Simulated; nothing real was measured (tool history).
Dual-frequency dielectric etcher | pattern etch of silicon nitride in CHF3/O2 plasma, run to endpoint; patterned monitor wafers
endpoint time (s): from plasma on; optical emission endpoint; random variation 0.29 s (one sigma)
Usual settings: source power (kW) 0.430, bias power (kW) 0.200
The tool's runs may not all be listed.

run	hour	source power (kW)	bias power (kW)	incoming incoming film thickness, nm	endpoint time (s)
1	0.0	0.500	0.232	74.8	52.2
2	17.7	0.430	0.200	75.2	57.9
3	33.8	0.430	0.200	74.8	58.0
4	51.1	0.430	0.200	75.0	57.5
5	61.2	0.430	0.175	74.8	60.0
# hour 87.1: upper electrode replaced, of another model than before
6	87.6	0.430	0.175	74.1	58.7
7	88.4	0.430	0.175	74.7	59.1
8	97.0	0.460	0.188	75.1	55.9
9	108.7	0.460	0.188	74.0	54.8
10	126.2	0.510	0.200	75.2	52.3
# hour 140.6: source power generator calibrated
# hour 187.5: wet clean of the chamber
11	188.0	0.360	0.200	74.7	66.9
12	194.6	0.370	0.180	75.4	67.5
# hour 202.1: bias power generator calibrated
13	206.8	0.390	0.228	74.6	61.6
14	223.4	0.430	0.245	75.3	57.4
15	239.0	0.320	0.168	74.8	75.1
16	249.5	0.430	0.200	74.7	59.9
17	261.6	0.480	0.230	74.6	54.3
18	276.2	0.500	0.200	74.8	55.4

3 ways to go on from here, each from the tool as it stands after run 18. What would each give?
A	276.6	0.430	0.222	74.9	?
B	276.6	0.370	0.181	74.9	?
C	276.6	0.490	0.161	74.9	?

run	endpoint time (s)
A	58.3
B	67.0
C	58.4
Without the tool's hidden state the same runs would have given:
run	endpoint time (s)
A	58.2
B	66.9
C	58.3
